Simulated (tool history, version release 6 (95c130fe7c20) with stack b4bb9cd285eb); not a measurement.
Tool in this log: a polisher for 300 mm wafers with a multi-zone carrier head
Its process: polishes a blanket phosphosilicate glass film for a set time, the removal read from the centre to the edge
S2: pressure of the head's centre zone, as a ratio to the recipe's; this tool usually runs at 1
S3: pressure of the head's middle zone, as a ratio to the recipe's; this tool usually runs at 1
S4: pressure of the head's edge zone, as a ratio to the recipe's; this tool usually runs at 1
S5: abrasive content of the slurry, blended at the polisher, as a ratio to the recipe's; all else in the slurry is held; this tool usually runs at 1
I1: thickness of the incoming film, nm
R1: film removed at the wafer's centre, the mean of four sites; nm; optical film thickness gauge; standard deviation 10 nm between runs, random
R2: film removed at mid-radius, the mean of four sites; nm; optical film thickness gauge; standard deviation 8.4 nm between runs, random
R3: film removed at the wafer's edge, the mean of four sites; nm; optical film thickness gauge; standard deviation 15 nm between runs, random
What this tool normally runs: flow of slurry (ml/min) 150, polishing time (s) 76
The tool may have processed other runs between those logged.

run 1 hour=0 | flow_of_slurry_(ml/min)=150 S2=1 S3=1 S4=1 S5=1 polishing_time_(s)=76 | I1=4084.2 | R1=912.7 R2=929.9 R3=944.3
run 2 hour=27.4 | flow_of_slurry_(ml/min)=150 S2=1 S3=1 S4=1 S5=1 polishing_time_(s)=76 | I1=4109.4 | R1=883.6 R2=907 R3=924.8
-- hour=41.4 worn pad replaced by a new one
run 3 hour=62.8 | flow_of_slurry_(ml/min)=150 S2=1 S3=1 S4=1 S5=1 polishing_time_(s)=76 | I1=4119 | R1=954.2 R2=936.5 R3=951.2
run 4 hour=88.5 | flow_of_slurry_(ml/min)=150 S2=1 S3=1 S4=1 S5=1 polishing_time_(s)=76 | I1=4190.9 | R1=910.9 R2=937.9 R3=917.7
run 5 hour=112.8 | flow_of_slurry_(ml/min)=150 S2=1 S3=1 S4=1 S5=1 polishing_time_(s)=76 | I1=4078.9 | R1=906.8 R2=891.4 R3=925.4
run 6 hour=131.8 | flow_of_slurry_(ml/min)=150 S2=1 S3=1 S4=1 S5=1 polishing_time_(s)=76 | I1=4127.5 | R1=887.6 R2=884.5 R3=903.3
-- hour=140.1 slurry nozzle cleaned
run 7 hour=151.2 | flow_of_slurry_(ml/min)=135 S2=1 S3=1 S4=1 S5=1 polishing_time_(s)=76 | I1=4115.8 | R1=950.5 R2=941.1 R3=930.6
run 8 hour=170.7 | flow_of_slurry_(ml/min)=135 S2=1 S3=1 S4=1 S5=1 polishing_time_(s)=76 | I1=4089.6 | R1=918 R2=917.1 R3=927.3
-- hour=188.3 worn pad replaced by a new one
run 9 hour=191.5 | flow_of_slurry_(ml/min)=200 S2=0.9 S3=1 S4=1.05 S5=1 polishing_time_(s)=76 | I1=4182.4 | R1=944.5 R2=1036 R3=1027
-- hour=205.1 centre zone pressure recalibrated
run 10 hour=216.3 | flow_of_slurry_(ml/min)=150 S2=1.12 S3=1.1 S4=0.96 S5=1.2 polishing_time_(s)=76 | I1=4140 | R1=1183.8 R2=1135.8 R3=1031.6
-- hour=229.7 edge zone pressure recalibrated
run 11 hour=245.3 | flow_of_slurry_(ml/min)=150 S2=1 S3=1 S4=1 S5=1 polishing_time_(s)=76 | I1=4129.3 | R1=939.4 R2=942 R3=959.8
run 12 hour=277.9 | flow_of_slurry_(ml/min)=150 S2=1 S3=1 S4=1 S5=1 polishing_time_(s)=76 | I1=4117.9 | R1=914.2 R2=922.7 R3=909.6
-- hour=292.1 carrier head's membrane replaced by a new one
run 13 hour=312 | flow_of_slurry_(ml/min)=150 S2=1 S3=1 S4=1.03 S5=1 polishing_time_(s)=96 | I1=4089.2 | R1=1133.8 R2=1149.1 R3=1189
-- hour=331.3 worn pad replaced by a new one
run 14 hour=369.8 | flow_of_slurry_(ml/min)=135 S2=1 S3=1.05 S4=1 S5=0.8 polishing_time_(s)=52 | I1=4085 | R1=565.9 R2=587.9 R3=579.1
run 15 hour=392.4 | flow_of_slurry_(ml/min)=150 S2=1.1 S3=1 S4=1.08 S5=1 polishing_time_(s)=76 | I1=4111.6 | R1=1005.1 R2=923.7 R3=958.3
-- hour=402.7 slurry nozzle cleaned
run 16 hour=405.2 | flow_of_slurry_(ml/min)=150 S2=1.12 S3=1 S4=1.06 S5=1.1 polishing_time_(s)=76 | I1=4127 | R1=1127.9 R2=995.1 R3=1056.8

Measured result minus the same run's result without the hidden state. Both carry the same run-to-run variation, though not necessarily the same gauge scatter:
What the log doesn't record here: removal rate lost through wear of the pad, %; slurry flow missing at the pad, %; deviation of the centre zone's pressure from its setpoint, %; deviation of the edge zone's pressure from its setpoint, %.
run=1 R1=-95.6 R2=-91.3 R3=-79.5
run=2 R1=-115.4 R2=-111.2 R3=-97.7
run=3 R1=-83.9 R2=-73.8 R3=-56.1
run=4 R1=-102.7 R2=-95.8 R3=-72.4
run=5 R1=-124.8 R2=-111.7 R3=-91.3
run=6 R1=-140.4 R2=-127.6 R3=-103.6
run=7 R1=-61.9 R2=-60.7 R3=-58.8
run=8 R1=-74.4 R2=-73.2 R3=-71.6
run=9 R1=-23.2 R2=-24.4 R3=-21.6
run=10 R1=-55.5 R2=-50.6 R3=-40.8
run=11 R1=-65.9 R2=-63 R3=-57.3
run=12 R1=-89.4 R2=-86.1 R3=-76
run=13 R1=-146 R2=-141.2 R3=-130.6
run=14 R1=-54.3 R2=-51 R3=-38.5
run=15 R1=-110.8 R2=-93.2 R3=-77
run=16 R1=-51.4 R2=-44.8 R3=-46.2

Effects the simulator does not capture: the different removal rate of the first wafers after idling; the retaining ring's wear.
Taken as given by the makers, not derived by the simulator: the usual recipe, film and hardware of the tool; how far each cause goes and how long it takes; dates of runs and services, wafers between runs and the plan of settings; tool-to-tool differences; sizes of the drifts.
